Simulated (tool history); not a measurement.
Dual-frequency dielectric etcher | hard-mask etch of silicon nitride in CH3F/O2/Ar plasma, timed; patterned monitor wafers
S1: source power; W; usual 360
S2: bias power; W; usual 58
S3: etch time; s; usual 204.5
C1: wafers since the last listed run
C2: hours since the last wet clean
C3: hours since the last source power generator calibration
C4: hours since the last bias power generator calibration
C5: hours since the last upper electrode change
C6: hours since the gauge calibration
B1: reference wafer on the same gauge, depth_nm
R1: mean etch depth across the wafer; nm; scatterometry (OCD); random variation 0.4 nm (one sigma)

run 1 hour=0 | S1=360 S2=68 S3=204.5 | C1=0 C2=165.2 C3=2443.2 C4=2679.9 C5=3164.3 C6=758.8 | B1=135.8 | R1=136.1
run 2 hour=42.6 | S1=360 S2=68 S3=204.5 | C1=342 C2=207.8 C3=2485.8 C4=2722.5 C5=3206.9 C6=801.4 | B1=136 | R1=135.6
run 3 hour=107 | S1=360 S2=68 S3=204.5 | C1=518 C2=272.2 C3=2550.2 C4=2786.9 C5=3271.3 C6=865.8 | B1=135.9 | R1=134.7
run 4 hour=169.4 | S1=360 S2=58 S3=204.5 | C1=502 C2=334.6 C3=2612.6 C4=2849.3 C5=3333.7 C6=928.2 | B1=136 | R1=129.7
run 5 hour=219.7 | S1=360 S2=58 S3=204.5 | C1=404 C2=384.9 C3=2662.9 C4=2899.6 C5=3384 C6=978.5 | B1=136 | R1=129.4
run 6 hour=267.1 | S1=360 S2=58 S3=204.5 | C1=381 C2=432.3 C3=2710.3 C4=2947 C5=3431.4 C6=1025.9 | B1=135.9 | R1=129.3
run 7 hour=305.9 | S1=360 S2=50 S3=204.5 | C1=312 C2=471.1 C3=2749.1 C4=2985.8 C5=3470.2 C6=1064.7 | B1=136 | R1=124.9
-- hour=350.8 wet clean of the chamber
run 8 hour=351.3 | S1=360 S2=50 S3=204.5 | C1=172 C2=0.5 C3=2794.5 C4=3031.2 C5=3515.6 C6=1110.1 | B1=136 | R1=130.9
run 9 hour=358.9 | S1=360 S2=58 S3=204.5 | C1=61 C2=8.1 C3=2802.1 C4=3038.8 C5=3523.2 C6=1117.7 | B1=136 | R1=134.6
run 10 hour=400.6 | S1=360 S2=58 S3=204.5 | C1=335 C2=49.8 C3=2843.8 C4=3080.5 C5=3564.9 C6=1159.4 | B1=135.8 | R1=134.9
run 11 hour=469.4 | S1=360 S2=69 S3=242.5 | C1=553 C2=118.6 C3=2912.6 C4=3149.3 C5=3633.7 C6=1228.2 | B1=135.8 | R1=166.5
-- hour=494.5 gauge calibrated
run 12 hour=524.4 | S1=360 S2=69 S3=242.5 | C1=442 C2=173.6 C3=2967.6 C4=3204.3 C5=3688.7 C6=29.9 | B1=136 | R1=164.8
-- hour=578.8 wet clean of the chamber, repeated, since the last time left the tool worse
run 13 hour=588.7 | S1=360 S2=58 S3=204.5 | C1=324 C2=9.9 C3=3031.9 C4=3268.6 C5=3753 C6=94.2 | B1=136 | R1=131.8
run 14 hour=640.6 | S1=440 S2=58 S3=226.5 | C1=417 C2=61.8 C3=3083.8 C4=3320.5 C5=3804.9 C6=146.1 | B1=136.1 | R1=152.5
run 15 hour=685.4 | S1=360 S2=58 S3=204.5 | C1=360 C2=106.6 C3=3128.6 C4=3365.3 C5=3849.7 C6=190.9 | B1=136.1 | R1=131.5
-- hour=742.8 upper electrode replaced
run 16 hour=747.2 | S1=360 S2=58 S3=204.5 | C1=304 C2=168.4 C3=3190.4 C4=3427.1 C5=4.4 C6=252.7 | B1=136.3 | R1=130.4
run 17 hour=963 | S1=310 S2=53 S3=245 | C1=1737 C2=384.2 C3=3406.2 C4=3642.9 C5=220.2 C6=468.5 | B1=136.1 | R1=146.5
run 18 hour=1026.7 | S1=360 S2=58 S3=223 | C1=512 C2=447.9 C3=3469.9 C4=3706.6 C5=283.9 C6=532.2 | B1=136.1 | R1=141.1
-- hour=1061.5 source power generator calibrated
run 19 hour=1062 | S1=330 S2=58 S3=145.5 | C1=251 C2=483.2 C3=0.5 C4=3741.9 C5=319.2 C6=567.5 | B1=136.1 | R1=89.8
-- hour=1078.4 bias power generator calibrated
run 20 hour=1111 | S1=400 S2=58 S3=238.5 | C1=362 C2=532.2 C3=49.5 C4=32.6 C5=368.2 C6=616.5 | B1=136.2 | R1=153.8
run 21 hour=1140.6 | S1=270 S2=66 S3=156.5 | C1=238 C2=561.8 C3=79.1 C4=62.2 C5=397.8 C6=646.1 | B1=136.1 | R1=94.1
-- hour=1192 wet clean of the chamber
run 22 hour=1192.5 | S1=330 S2=63 S3=178.5 | C1=224 C2=0.5 C3=131 C4=114.1 C5=449.7 C6=698 | B1=136.1 | R1=114.3
run 23 hour=1233.2 | S1=360 S2=58 S3=204.5 | C1=327 C2=41.2 C3=171.7 C4=154.8 C5=490.4 C6=738.7 | B1=136 | R1=130.3
run 24 hour=1375.4 | S1=390 S2=48 S3=176 | C1=1144 C2=183.4 C3=313.9 C4=297 C5=632.6 C6=880.9 | B1=136.2 | R1=109.5
run 25 hour=1435.2 | S1=360 S2=58 S3=204.5 | C1=481 C2=243.2 C3=373.7 C4=356.8 C5=692.4 C6=940.7 | B1=136 | R1=129.4
run 26 hour=1503.8 | S1=280 S2=58 S3=204.5 | C1=552 C2=311.8 C3=442.3 C4=425.4 C5=761 C6=1009.3 | B1=136.1 | R1=121.4

Forecast each of these 3 alternatives for the next run:
run A hour=1504.3 | S1=330 S2=58 S3=204.5 | C1=4 C2=312.3 C3=442.8 C4=425.9 C5=761.5 C6=1009.8 | B1=? | R1=?
run B hour=1504.3 | S1=360 S2=58 S3=244 | C1=4 C2=312.3 C3=442.8 C4=425.9 C5=761.5 C6=1009.8 | B1=? | R1=?
run C hour=1504.3 | S1=360 S2=58 S3=154.5 | C1=4 C2=312.3 C3=442.8 C4=425.9 C5=761.5 C6=1009.8 | B1=? | R1=?

run=A B1=136 R1=126
run=B B1=136 R1=153.6
run=C B1=136 R1=97.3
Without the tool's hidden state the same runs would have given:
run=A R1=128.1
run=B R1=156.2
run=C R1=98.9
